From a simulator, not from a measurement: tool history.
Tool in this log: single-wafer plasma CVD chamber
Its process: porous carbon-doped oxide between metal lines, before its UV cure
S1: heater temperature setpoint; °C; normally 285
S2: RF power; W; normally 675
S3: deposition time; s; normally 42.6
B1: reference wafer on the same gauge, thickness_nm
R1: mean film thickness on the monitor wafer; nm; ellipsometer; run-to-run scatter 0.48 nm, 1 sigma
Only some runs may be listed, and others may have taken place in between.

run,hour,S1,S2,S3,B1,R1
1,0.0,285,590,42.6,263.028,306.901
# hour 13.0: gauge calibrated
2,13.8,285,675,42.6,263.119,321.451
3,24.3,285,725,42.6,263.065,329.465
4,37.7,285,725,42.6,263.043,329.690
# hour 49.0: RF generator calibrated
# hour 53.0: thermocouple changed; heater temperature recalibrated
# hour 60.4: showerhead replaced
5,60.9,285,725,42.6,262.969,330.046
6,61.2,285,675,42.6,263.003,321.125
7,67.5,285,675,42.6,263.044,320.981
8,74.8,285,790,42.6,263.081,341.108
9,86.4,278,800,44.8,263.044,374.356
10,96.3,285,675,42.6,262.991,321.515
# hour 100.8: gauge calibrated
11,111.4,285,675,39.5,262.958,298.242
12,128.4,279,585,42.6,262.948,315.950
13,143.7,285,805,35.0,262.989,283.788
14,157.0,285,675,39.5,263.019,298.656

Each row is a separate what-if for the run after 14, all from the same tool condition, not one after another. Results?
A,157.4,285,675,42.6,?,?
B,157.4,281,805,49.6,?,?
C,157.4,285,675,48.4,?,?
D,157.4,295,675,38.6,?,?

run,B1,R1
A,262.992,322.525
B,262.992,408.795
C,262.992,365.392
D,262.992,277.747
What these runs would have given with no unlogged condition in the tool:
run,R1
A,322.525
B,408.795
C,365.392
D,277.747

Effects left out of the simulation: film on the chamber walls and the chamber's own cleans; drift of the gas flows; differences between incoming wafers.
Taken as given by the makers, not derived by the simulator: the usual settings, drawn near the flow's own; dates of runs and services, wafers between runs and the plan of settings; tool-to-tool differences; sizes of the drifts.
